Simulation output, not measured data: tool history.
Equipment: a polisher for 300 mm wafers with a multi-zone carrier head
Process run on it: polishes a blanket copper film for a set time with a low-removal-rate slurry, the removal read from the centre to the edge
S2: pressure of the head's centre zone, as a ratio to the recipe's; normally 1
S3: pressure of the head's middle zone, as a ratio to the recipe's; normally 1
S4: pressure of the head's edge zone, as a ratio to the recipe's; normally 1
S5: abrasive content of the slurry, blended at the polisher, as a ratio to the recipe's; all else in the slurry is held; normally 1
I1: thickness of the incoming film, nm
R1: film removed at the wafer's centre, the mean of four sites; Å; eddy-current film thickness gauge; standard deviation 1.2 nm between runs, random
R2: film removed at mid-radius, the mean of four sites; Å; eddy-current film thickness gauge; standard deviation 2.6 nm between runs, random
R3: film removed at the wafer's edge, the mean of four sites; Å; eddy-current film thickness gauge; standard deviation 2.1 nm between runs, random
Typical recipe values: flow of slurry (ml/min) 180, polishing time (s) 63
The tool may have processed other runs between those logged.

Run 1, hour 0: usual settings but flow of slurry (ml/min) 235, S2 0.89; I1 1551. Result: R1 1880 Å, R2 2105 Å, R3 2120 Å.
Run 2, hour 45.5: usual settings but flow of slurry (ml/min) 160, S2 0.92; I1 1576.6. Result: R1 1742 Å, R2 1902 Å, R3 1939 Å.
Run 3, hour 141.3: usual settings; I1 1518.1. Result: R1 1959 Å, R2 1968 Å, R3 2018 Å.
Run 4, hour 188.4: usual settings; I1 1569.5. Result: R1 1952 Å, R2 1997 Å, R3 2001 Å.
Run 5, hour 217.4: usual settings; I1 1556.9. Result: R1 1946 Å, R2 1942 Å, R3 2010 Å.
Run 6, hour 285.8: usual settings; I1 1527.7. Result: R1 1949 Å, R2 2010 Å, R3 2014 Å.
Run 7, hour 316.9: usual settings but flow of slurry (ml/min) 155; I1 1565.5. Result: R1 1818 Å, R2 1843 Å, R3 1916 Å.
At hour 327.8: worn pad replaced by a new one.
At hour 350.1: edge zone pressure recalibrated.
Run 8, hour 371.2: usual settings but flow of slurry (ml/min) 160, S2 0.89, polishing time (s) 82; I1 1525.4. Result: R1 2125 Å, R2 2441 Å, R3 2526 Å.
At hour 401.3: carrier head's membrane replaced by a new one.
Run 9, hour 414.5: usual settings but S5 1.2; I1 1556.4. Result: R1 2007 Å, R2 2021 Å, R3 2088 Å.
Run 10, hour 475.2: usual settings but S3 0.96, S4 1.05, S5 1.2, polishing time (s) 78; I1 1531.3. Result: R1 2445 Å, R2 2381 Å, R3 2572 Å.
Run 11, hour 543.1: usual settings but S3 1.06; I1 1522.1. Result: R1 1878 Å, R2 1992 Å, R3 1927 Å.
Run 12, hour 578.1: usual settings but flow of slurry (ml/min) 200, S4 1.09, S5 1.2; I1 1576.7. Result: R1 2027 Å, R2 2027 Å, R3 2155 Å.
At hour 602.5: centre zone pressure recalibrated.
Run 13, hour 642.2: usual settings but S3 1.07; I1 1532.5. Result: R1 1820 Å, R2 1957 Å, R3 1888 Å.
At hour 701: edge zone pressure recalibrated.
Run 14, hour 712.1: usual settings but flow of slurry (ml/min) 220, S2 0.95, S4 1.06, polishing time (s) 75; I1 1538.7. Result: R1 2195 Å, R2 2299 Å, R3 2409 Å.
At hour 732.8: worn pad replaced by a new one.
Run 15, hour 765.5: usual settings; I1 1564. Result: R1 1714 Å, R2 1753 Å, R3 1848 Å.
At hour 768.2: slurry nozzle cleaned.
Run 16, hour 803.5: usual settings; I1 1568.1. Result: R1 1989 Å, R2 1975 Å, R3 2066 Å.
Run 17, hour 853: usual settings but flow of slurry (ml/min) 225; I1 1521.4. Result: R1 2093 Å, R2 2112 Å, R3 2115 Å.
Run 18, hour 880.6: usual settings but S3 0.9, S4 0.9; I1 1552.2. Result: R1 1982 Å, R2 1891 Å, R3 1952 Å.
Run 19, hour 923.6: usual settings but flow of slurry (ml/min) 235, S3 0.95, S5 0.75, polishing time (s) 79; I1 1561.7. Result: R1 2484 Å, R2 2411 Å, R3 2452 Å.
Run 20, hour 954.2: usual settings but S3 0.95, S4 0.93, S5 1.15; I1 1548.6. Result: R1 2041 Å, R2 1985 Å, R3 2012 Å.
Run 21, hour 1015.4: usual settings but S2 1.07, S3 1.04, S4 1.06, polishing time (s) 52; I1 1559.9. Result: R1 1758 Å, R2 1688 Å, R3 1712 Å.

Each row is a separate what-if for the run after 21, all from the same tool condition, not one after another. Results?
Run A, hour 1015.8: usual settings; I1 1556.1. Result: R1 ?, R2 ?, R3 ?.
Run B, hour 1015.8: usual settings but S2 0.89; I1 1556.1. Result: R1 ?, R2 ?, R3 ?.
Run C, hour 1015.8: usual settings but flow of slurry (ml/min) 240, S2 0.88, S3 1.06, S4 0.95; I1 1556.1. Result: R1 ?, R2 ?, R3 ?.
Run D, hour 1015.8: usual settings but polishing time (s) 81; I1 1556.1. Result: R1 ?, R2 ?, R3 ?.

run    R1    R2    R3
  A  1987  1979  1974
  B  1766  1980  1974
  C  1879  2181  2033
  D  2554  2545  2538
With the hidden condition removed and each run's random variation left untouched, the same runs would have given:
run    R1    R2    R3
  A  2005  1996  1986
  B  1783  1997  1986
  C  1890  2193  2040
  D  2578  2566  2554
